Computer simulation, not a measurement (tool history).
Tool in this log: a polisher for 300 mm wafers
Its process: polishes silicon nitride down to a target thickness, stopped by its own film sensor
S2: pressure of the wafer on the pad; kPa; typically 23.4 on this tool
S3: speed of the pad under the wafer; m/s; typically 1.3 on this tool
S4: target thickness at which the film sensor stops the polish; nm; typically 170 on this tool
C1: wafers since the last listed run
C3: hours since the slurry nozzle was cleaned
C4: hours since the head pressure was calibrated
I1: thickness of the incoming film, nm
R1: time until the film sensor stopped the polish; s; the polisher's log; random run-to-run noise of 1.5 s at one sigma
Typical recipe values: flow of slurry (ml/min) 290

{"run": 1, "hour": 0.0, "flow of slurry (ml/min)": 290, "S2": 23.4, "S3": 1.3, "S4": 170, "C1": 0, "wafers polished on this pad": 938, "C3": 662.1, "C4": 683.9, "I1": 453.8, "R1": 134.3}
{"run": 2, "hour": 46.3, "flow of slurry (ml/min)": 290, "S2": 23.4, "S3": 1.3, "S4": 170, "C1": 221, "wafers polished on this pad": 1160, "C3": 708.4, "C4": 730.2, "I1": 460, "R1": 137.1}
{"run": 3, "hour": 60.5, "flow of slurry (ml/min)": 290, "S2": 23.4, "S3": 1.3, "S4": 170, "C1": 67, "wafers polished on this pad": 1227, "C3": 722.6, "C4": 744.4, "I1": 459.1, "R1": 138.1}
{"hour": 78.9, "done": "worn pad replaced by a new one"}
{"run": 4, "hour": 79.4, "flow of slurry (ml/min)": 290, "S2": 23.4, "S3": 1.3, "S4": 170, "C1": 71, "wafers polished on this pad": 2, "C3": 741.5, "C4": 763.3, "I1": 464.8, "R1": 140.5}
{"run": 5, "hour": 96.3, "flow of slurry (ml/min)": 290, "S2": 23.4, "S3": 1.3, "S4": 170, "C1": 80, "wafers polished on this pad": 83, "C3": 758.4, "C4": 780.2, "I1": 456.7, "R1": 135.5}
{"run": 6, "hour": 109.1, "flow of slurry (ml/min)": 290, "S2": 23.4, "S3": 1.3, "S4": 170, "C1": 61, "wafers polished on this pad": 144, "C3": 771.2, "C4": 793, "I1": 456, "R1": 132}
{"run": 7, "hour": 137.3, "flow of slurry (ml/min)": 290, "S2": 23.4, "S3": 1.3, "S4": 170, "C1": 134, "wafers polished on this pad": 279, "C3": 799.4, "C4": 821.2, "I1": 461.4, "R1": 138.4}
{"run": 8, "hour": 157.3, "flow of slurry (ml/min)": 290, "S2": 23.4, "S3": 1.3, "S4": 170, "C1": 95, "wafers polished on this pad": 375, "C3": 819.4, "C4": 841.2, "I1": 462.6, "R1": 136.1}
{"hour": 180.4, "done": "slurry nozzle cleaned"}
{"run": 9, "hour": 188.0, "flow of slurry (ml/min)": 290, "S2": 30.3, "S3": 1.12, "S4": 101, "C1": 142, "wafers polished on this pad": 517, "C3": 7.6, "C4": 871.9, "I1": 458.3, "R1": 145.8}

Expected results for the next run?
{"run": 10, "hour": 208.2, "flow of slurry (ml/min)": 375, "S2": 26.9, "S3": 1.76, "S4": 233, "C1": 96, "wafers polished on this pad": 614, "C3": 27.8, "C4": 892.1, "I1": 457.7, "R1": "?"}

R1: 74.8 s
With no hidden state in the tool, this same run would have given R1 80 s.

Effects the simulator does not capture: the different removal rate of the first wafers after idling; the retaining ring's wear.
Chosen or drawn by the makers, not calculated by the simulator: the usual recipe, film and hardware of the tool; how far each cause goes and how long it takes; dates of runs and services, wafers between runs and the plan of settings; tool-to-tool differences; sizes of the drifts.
